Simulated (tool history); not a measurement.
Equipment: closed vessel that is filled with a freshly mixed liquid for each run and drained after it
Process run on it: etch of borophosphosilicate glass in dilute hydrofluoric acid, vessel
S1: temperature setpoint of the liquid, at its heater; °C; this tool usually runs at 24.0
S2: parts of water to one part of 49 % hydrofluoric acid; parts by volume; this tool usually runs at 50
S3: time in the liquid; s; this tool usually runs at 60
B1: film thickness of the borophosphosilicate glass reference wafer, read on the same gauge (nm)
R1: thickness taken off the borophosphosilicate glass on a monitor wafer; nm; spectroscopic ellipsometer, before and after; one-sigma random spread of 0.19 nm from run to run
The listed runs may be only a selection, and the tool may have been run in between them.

Run 1, hour 0.0: usual settings; B1 59.56. Result: R1 49.77 nm.
Run 2, hour 19.7: usual settings; B1 59.48. Result: R1 49.43 nm.
Run 3, hour 37.0: usual settings; B1 59.46. Result: R1 49.51 nm.
Run 4, hour 59.9: usual settings; B1 59.41. Result: R1 49.38 nm.
Run 5, hour 72.7: usual settings; B1 59.36. Result: R1 49.16 nm.
Run 6, hour 106.2: usual settings but S3 35 s; B1 59.32. Result: R1 28.65 nm.
Run 7, hour 122.8: usual settings but S3 35 s; B1 59.31. Result: R1 28.72 nm.
Run 8, hour 135.5: usual settings but S2 70 parts by volume, S3 35 s; B1 59.29. Result: R1 20.05 nm.
At hour 158.4: thermometer replaced.
Run 9, hour 168.9: usual settings but S2 70 parts by volume, S3 35 s; B1 59.24. Result: R1 20.01 nm.
Run 10, hour 192.2: usual settings but S3 45 s; B1 59.20. Result: R1 36.81 nm.
Run 11, hour 218.0: usual settings; B1 59.20. Result: R1 49.18 nm.
At hour 244.8: hydrofluoric acid flow meter replaced.
Run 12, hour 249.3: usual settings but S1 21.0 °C; B1 59.19. Result: R1 43.50 nm.
At hour 258.1: gauge calibrated.
Run 13, hour 264.1: usual settings but S1 25.5 °C, S2 35 parts by volume; B1 59.97. Result: R1 77.79 nm.
Run 14, hour 295.7: usual settings; B1 59.81. Result: R1 49.91 nm.
Run 15, hour 328.6: usual settings but S2 70 parts by volume; B1 59.66. Result: R1 34.52 nm.
Run 16, hour 408.5: usual settings but S1 26.5 °C, S2 25 parts by volume, S3 80 s; B1 59.44. Result: R1 150.72 nm.
Run 17, hour 443.2: usual settings but S1 22.0 °C, S2 60 parts by volume, S3 45 s; B1 59.34. Result: R1 28.17 nm.
Run 18, hour 476.7: usual settings but S1 21.5 °C, S2 60 parts by volume, S3 75 s; B1 59.29. Result: R1 46.00 nm.
Run 19, hour 508.0: usual settings but S1 19.5 °C, S2 40 parts by volume, S3 30 s; B1 59.29. Result: R1 25.91 nm.

Alternative continuations, all from the tool just after run 19; predict every row:
Run A, hour 508.7: usual settings; B1 ?. Result: R1 ?.
Run B, hour 508.7: usual settings but S1 21.5 °C, S2 30 parts by volume; B1 ?. Result: R1 ?.
Run C, hour 508.7: usual settings but S2 60 parts by volume, S3 90 s; B1 ?. Result: R1 ?.
Run D, hour 508.7: usual settings but S3 30 s; B1 ?. Result: R1 ?.

run     B1     R1
  A  59.34  48.95
  B  59.34  75.40
  C  59.34  60.39
  D  59.34  24.47
Take away the tool's hidden state, keep each run's random variation, and the runs would have read:
run     R1
  A  49.53
  B  76.29
  C  61.10
  D  24.76

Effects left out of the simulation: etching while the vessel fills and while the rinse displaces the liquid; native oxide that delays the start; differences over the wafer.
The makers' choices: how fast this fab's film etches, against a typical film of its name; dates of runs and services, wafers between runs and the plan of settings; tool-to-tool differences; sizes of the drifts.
